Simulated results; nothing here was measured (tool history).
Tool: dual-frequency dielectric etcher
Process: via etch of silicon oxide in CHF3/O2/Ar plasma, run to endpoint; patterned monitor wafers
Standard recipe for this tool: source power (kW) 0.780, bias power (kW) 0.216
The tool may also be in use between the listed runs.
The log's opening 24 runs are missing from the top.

run     day  source power (kW)  bias power (kW)  incoming incoming film thickness, nm  endpoint time (s)
     27.142  -- wet clean of the chamber
 25  27.162              0.780            0.216                                 616.7              249.4
     27.600  -- source power generator calibrated
 26  27.833              0.780            0.216                                 619.6              249.2
 27  28.958              0.780            0.216                                 617.3              248.8
 28  29.900              0.780            0.216                                 614.9              247.8
 29  31.271              0.840            0.193                                 619.7              239.7
 30  32.679              0.720            0.166                                 615.4              278.9
 31  33.554              0.780            0.216                                 613.6              245.7
 32  34.325              0.780            0.178                                 620.7              258.1
 33  35.604              0.980            0.216                                 615.0              206.6
 34  39.342              0.610            0.196                                 619.1              315.5

What if the next run were any one of these 5? Each begins from the tool's condition after run 34:
  A  39.362              0.780            0.216                                 609.6                  ?
  B  39.362              0.730            0.199                                 609.6                  ?
  C  39.362              0.580            0.246                                 609.6                  ?
  D  39.362              0.700            0.182                                 609.6                  ?
  E  39.362              0.780            0.186                                 609.6                  ?

run  endpoint time (s)
  A              241.3
  B              259.6
  C              316.8
  D              274.4
  E              248.6
Without the tool's unlogged condition, the same runs would have read:
run  endpoint time (s)
  A              245.7
  B              264.3
  C              322.6
  D              279.4
  E              253.1
